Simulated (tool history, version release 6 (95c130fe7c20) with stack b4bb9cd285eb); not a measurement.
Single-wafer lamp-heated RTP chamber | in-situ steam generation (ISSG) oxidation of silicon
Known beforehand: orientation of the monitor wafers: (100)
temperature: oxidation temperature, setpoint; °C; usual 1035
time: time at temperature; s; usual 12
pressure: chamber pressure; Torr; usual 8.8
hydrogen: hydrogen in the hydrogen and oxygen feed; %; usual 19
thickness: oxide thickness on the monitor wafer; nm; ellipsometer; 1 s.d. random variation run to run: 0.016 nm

run     day  temperature  time  pressure  hydrogen  read-back reference wafer on the same gauge, thickness  thickness
  1   0.000         1035    12       8.8        19                                                   4.428      4.803
  2   0.558         1035    12       8.8        19                                                   4.425      4.779
  3   1.888         1035    12       8.8        19                                                   4.424      4.763
  4   2.883         1035    12       8.8        19                                                   4.416      4.756
  5   3.596         1035    12       8.8        19                                                   4.414      4.791
  6   4.146         1035    12       8.8        19                                                   4.408      4.766
  7   4.892         1035    12       8.8        16                                                   4.402      4.570
  8   6.133         1035    12       8.8        16                                                   4.405      4.585
  9   7.300         1035    12       8.8        16                                                   4.404      4.585
 10   8.096         1035    12       8.8        19                                                   4.394      4.761
      9.162  -- pressure gauge zeroed
 11   9.225         1035    12       8.8        19                                                   4.397      4.750
 12  10.079         1035    12       8.8        19                                                   4.389      4.781
 13  11.304         1035    12       8.8        11                                                   4.394      4.196
 14  12.708         1035    12       8.8        19                                                   4.387      4.753
 15  13.612         1047    12       8.8        22                                                   4.387      5.165
     14.929  -- gauge calibrated
     16.179  -- hydrogen flow controller replaced
 16  16.917         1050    16       8.8        19                                                   4.459      5.980
 17  17.988         1035    12       8.1        19                                                   4.460      4.839
 18  18.792         1045    12       9.5        19                                                   4.440      4.998
     19.608  -- pyrometer window cleaned and pyrometer calibrated
 19  19.883         1035    12      10.2        19                                                   4.432      4.713
 20  21.183         1035    12       8.8        19                                                   4.429      4.786
 21  21.862         1046    12       9.6        16                                                   4.428      4.810
 22  22.629         1035     8       7.9        26                                                   4.424      4.328
 23  24.083         1017    12       8.8        12                                                   4.420      4.001
 24  24.808         1029     9       9.4        19                                                   4.412      4.015
 25  26.262         1035    12       8.8        19                                                   4.417      4.779
 26  27.471         1035    15       7.6        19                                                   4.407      5.318

Predict each of these 3 candidate next runs independently; none follows another, all start after run 26:
  A  27.488         1035    12       8.8        19                                                       ?          ?
  B  27.488         1048     8       8.8        19                                                       ?          ?
  C  27.488         1035     9       9.3        11                                                       ?          ?

run  read-back reference wafer on the same gauge, thickness  thickness
  A                                                   4.418      4.762
  B                                                   4.418      4.149
  C                                                   4.418      3.635
With the hidden condition removed and each run's random variation left untouched, the same runs would have given:
run  thickness
  A      4.836
  B      4.213
  C      3.691
